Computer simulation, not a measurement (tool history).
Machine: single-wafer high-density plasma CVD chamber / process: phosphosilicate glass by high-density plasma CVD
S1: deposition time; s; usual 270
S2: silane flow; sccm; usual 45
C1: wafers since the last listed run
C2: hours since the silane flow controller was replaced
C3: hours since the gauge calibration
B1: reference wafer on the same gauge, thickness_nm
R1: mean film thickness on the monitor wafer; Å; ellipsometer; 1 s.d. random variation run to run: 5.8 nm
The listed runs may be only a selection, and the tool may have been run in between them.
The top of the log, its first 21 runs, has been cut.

run    hour   S1  S2    C1      C2      C3        B1        R1
 22  1578.1  305  45   293  2627.8  4030.9   1341.96  13271.74
 23  1663.3  223  49   369    2713  4116.1  1339.951   10536.5
 24    1746  315  49   359  2795.7  4198.8  1340.579  14831.08
 25  1819.3  252  53   318    2869  4272.1  1339.957  12871.42
 26  1889.4  235  37   304  2939.1  4342.2  1338.245   8315.48
 27  1950.3  270  41   264    3000  4403.1  1340.761  10606.03
 28  2016.5  270  45   287  3066.2  4469.3  1342.729   11651.8
 29  2086.6  253  40   304  3136.3  4539.4  1339.925   9746.36
 30  2144.6  286  52   251  3194.3  4597.4  1339.895  14266.72
 31  2199.6  270  47   238  3249.3  4652.4  1340.868  12197.78
 32  2288.4  307  52   385  3338.1  4741.2   1342.77  15360.92
     2309.5  -- silane flow controller replaced
 33  2373.8  250  36   336    64.3  4826.6  1336.997    8970.6
 34  2411.3  318  45   162   101.8  4864.1  1340.798  14383.09
 35  2448.7  294  54   162   139.2  4901.5  1337.357  15757.22
 36  2533.1  270  45   366   223.6  4985.9  1340.073  12076.93
     2569.9  -- gauge calibrated
 37  2635.5  270  40   444     326    65.6  1340.544  10783.01
 38  2719.7  319  49   365   410.2   149.8  1339.508  15511.01
 39  2797.2  270  45   336   487.7   227.3  1337.771  11940.06
 40  2840.8  217  43   189   531.3   270.9   1338.02   9214.63
 41  2897.4  319  49   245   587.9   327.5  1338.556  15447.28
 42  3188.6  270  45  1264   879.1   618.7  1341.562  11897.12
 43  3395.8  249  38   899  1086.3   825.9  1341.127   9188.61
 44  3446.1  270  45   218  1136.6   876.2  1342.512  11957.77
 45  3519.6  308  45   319  1210.1   949.7  1340.799  13538.99

Each row is a separate what-if for the run after 45, all from the same tool condition, not one after another. Results?
  A  3520.1  270  45   2  1210.6  950.2   ?   ?
  B  3520.1  308  49   2  1210.6  950.2   ?   ?
  C  3520.1  224  39   2  1210.6  950.2   ?   ?
  D  3520.1  318  38   2  1210.6  950.2   ?   ?
  E  3520.1  284  45   2  1210.6  950.2   ?   ?

run        B1        R1
  A  1339.135  11813.35
  B  1339.135  14673.84
  C  1339.135   8493.95
  D  1339.135  11749.18
  E  1339.135   12425.9
Take away the tool's hidden state, keep each run's random variation, and the runs would have read:
run        R1
  A  12143.37
  B  15083.76
  C   8731.23
  D   12077.4
  E  12773.02
